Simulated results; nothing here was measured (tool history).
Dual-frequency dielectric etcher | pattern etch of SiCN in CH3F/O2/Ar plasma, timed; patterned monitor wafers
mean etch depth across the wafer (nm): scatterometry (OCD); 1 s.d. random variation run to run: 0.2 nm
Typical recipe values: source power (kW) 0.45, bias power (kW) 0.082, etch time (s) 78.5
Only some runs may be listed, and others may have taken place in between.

run,hour,source power (kW),bias power (kW),etch time (s),wafers since the last listed run,hours since the last wet clean,hours since the last source power generator calibration,hours since the last bias power generator calibration,hours since the last upper electrode change,hours since the gauge calibration,"read-back reference wafer on the same gauge, depth_nm",mean etch depth across the wafer (nm)
1,0,0.45,0.082,78.5,0,70.3,4199.8,2874,5221.9,493.9,35.86,33.97
# hour 0.4: gauge calibrated
2,62.5,0.41,0.082,78.5,541,132.8,4262.3,2936.5,5284.4,62.1,35.09,32.68
3,141.7,0.41,0.082,78.5,686,212,4341.5,3015.7,5363.6,141.3,35.18,32.65
4,191.4,0.41,0.082,78.5,430,261.7,4391.2,3065.4,5413.3,191,35.37,32.69
5,256.5,0.45,0.082,78.5,563,326.8,4456.3,3130.5,5478.4,256.1,35.45,33.64
6,427.3,0.45,0.082,78.5,1479,497.6,4627.1,3301.3,5649.2,426.9,35.62,33.63
# hour 471.6: source power generator calibrated
7,497.5,0.45,0.082,78.5,573,567.8,25.9,3371.5,5719.4,497.1,35.79,33.88
# hour 534.7: bias power generator calibrated
# hour 546.7: gauge calibrated
# hour 562.5: upper electrode replaced
8,563,0.45,0.082,78.5,324,633.3,91.4,28.3,0.5,16.3,35.3,33.11
# hour 588.1: wet clean of the chamber
9,588.6,0.45,0.073,78.5,13,0.5,117,53.9,26.1,41.9,35.29,32.29
10,643.5,0.54,0.076,78.5,475,55.4,171.9,108.8,81,96.8,35.49,34.06
11,682.9,0.45,0.082,78.5,341,94.8,211.3,148.2,120.4,136.2,35.38,33.33
12,709.3,0.45,0.082,78.5,228,121.2,237.7,174.6,146.8,162.6,35.46,33.45
13,771.3,0.45,0.092,78.5,537,183.2,299.7,236.6,208.8,224.6,35.59,34.77
14,840.8,0.45,0.099,96,602,252.7,369.2,306.1,278.3,294.1,35.58,43.66
15,890.9,0.45,0.066,59,434,302.8,419.3,356.2,328.4,344.2,35.74,23.51
16,917.6,0.45,0.082,78.5,231,329.5,446,382.9,355.1,370.9,35.71,33.55
17,988,0.52,0.088,59,609,399.9,516.4,453.3,425.5,441.3,35.87,26.96
18,1039.5,0.41,0.093,94,446,451.4,567.9,504.8,477,492.8,35.78,41.6

Alternative continuations, all from the tool just after run 18; predict every row:
A,1039.9,0.45,0.082,78.5,3,451.8,568.3,505.2,477.4,493.2,?,?
B,1039.9,0.45,0.082,65,3,451.8,568.3,505.2,477.4,493.2,?,?
C,1039.9,0.45,0.099,78.5,3,451.8,568.3,505.2,477.4,493.2,?,?
D,1039.9,0.38,0.096,78.5,3,451.8,568.3,505.2,477.4,493.2,?,?
E,1039.9,0.52,0.1,59,3,451.8,568.3,505.2,477.4,493.2,?,?

run,"read-back reference wafer on the same gauge, depth_nm",mean etch depth across the wafer (nm)
A,35.9,34.08
B,35.9,28.22
C,35.9,36.54
D,35.9,34.64
E,35.9,28.63
Had the tool no hidden state, the same runs would have come out as:
run,mean etch depth across the wafer (nm)
A,33.42
B,27.67
C,35.83
D,33.96
E,28.07
